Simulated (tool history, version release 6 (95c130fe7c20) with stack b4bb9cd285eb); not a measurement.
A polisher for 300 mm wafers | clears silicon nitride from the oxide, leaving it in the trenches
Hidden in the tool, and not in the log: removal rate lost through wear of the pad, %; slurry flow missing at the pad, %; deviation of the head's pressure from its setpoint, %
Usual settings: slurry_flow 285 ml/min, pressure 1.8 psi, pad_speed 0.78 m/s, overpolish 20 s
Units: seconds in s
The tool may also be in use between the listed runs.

run,day,slurry_flow,pressure,pad_speed,overpolish,wafers since the last listed run,wafers polished on this pad,hours since the slurry nozzle was cleaned,hours since the head pressure was calibrated,"incoming thickness of the incoming film, nm",seconds
1,0.000,285,1.8,0.78,20,0,848,101.8,877.7,63.9,138.0
# day 0.129: worn pad replaced by a new one
2,0.283,285,1.8,0.78,20,30,30,108.6,884.5,64.4,127.9
3,0.596,285,1.8,0.78,20,63,93,116.1,892.0,64.3,125.6
4,1.238,285,1.8,0.78,20,129,223,131.5,907.4,64.5,130.7
5,1.971,285,1.8,0.84,20,147,371,149.1,925.0,63.6,124.9
6,2.654,285,1.8,0.78,20,137,509,165.5,941.4,65.7,133.5
# day 3.804: worn pad replaced by a new one
7,3.896,285,1.8,0.78,20,216,18,195.3,971.2,64.6,122.3
8,4.408,285,1.8,0.78,20,103,121,207.6,983.5,65.0,127.7
9,4.921,285,1.6,0.98,20,103,225,219.9,995.8,66.0,113.4
10,5.454,355,1.8,0.78,20,107,332,232.7,1008.6,65.7,126.2
11,5.788,355,1.8,0.78,20,67,400,240.7,1016.6,64.7,126.0
12,6.504,355,1.8,0.78,20,144,544,257.9,1033.8,64.4,124.0
13,7.133,340,1.8,0.78,26,126,671,273.0,1048.9,65.4,137.5
14,7.500,285,1.8,0.78,20,73,745,281.8,1057.7,64.9,138.3
# day 7.917: worn pad replaced by a new one
15,8.242,370,1.8,1.02,20,116,65,299.6,1075.5,65.8,97.1
16,8.542,285,1.8,0.78,20,60,126,306.8,1082.7,65.6,132.7
17,9.075,285,1.3,0.86,20,107,234,319.6,1095.5,65.1,158.6
18,9.642,235,1.8,0.60,14,114,348,333.2,1109.1,64.7,171.3
19,10.300,285,1.8,0.78,10,132,481,349.0,1124.9,64.7,136.5
20,10.700,285,1.8,0.68,27,80,561,358.6,1134.5,63.8,150.8
21,11.146,205,1.6,0.62,9,89,651,369.3,1145.2,65.4,202.0
22,11.775,285,1.8,0.78,20,126,778,384.4,1160.3,63.9,136.5
# day 12.208: worn pad replaced by a new one
# day 12.329: slurry nozzle cleaned
# day 12.354: head pressure recalibrated
23,13.262,240,2.2,0.86,9,253,199,22.4,21.8,66.1,99.3
24,14.850,285,1.8,0.50,32,320,519,60.5,59.9,65.3,202.9
25,15.279,285,1.5,0.62,20,86,606,70.8,70.2,66.2,206.6
26,16.004,350,1.5,0.78,29,146,752,88.2,87.6,64.3,160.8
27,16.333,285,1.8,0.78,20,66,819,96.1,95.5,64.1,141.1

5 ways to go on from here, each from the tool as it stands after run 27. What would each give?
A,16.354,285,2.0,0.78,20,4,823,96.6,96.0,64.2,?
B,16.354,285,1.4,0.92,20,4,823,96.6,96.0,64.2,?
C,16.354,335,1.6,0.78,20,4,823,96.6,96.0,64.2,?
D,16.354,285,1.3,0.56,20,4,823,96.6,96.0,64.2,?
E,16.354,285,1.2,0.78,25,4,823,96.6,96.0,64.2,?

run,seconds
A,128.4
B,155.6
C,158.1
D,275.2
E,214.1
Without the tool's hidden state the same runs would have given:
run,seconds
A,116.5
B,141.1
C,143.5
D,249.7
E,194.2
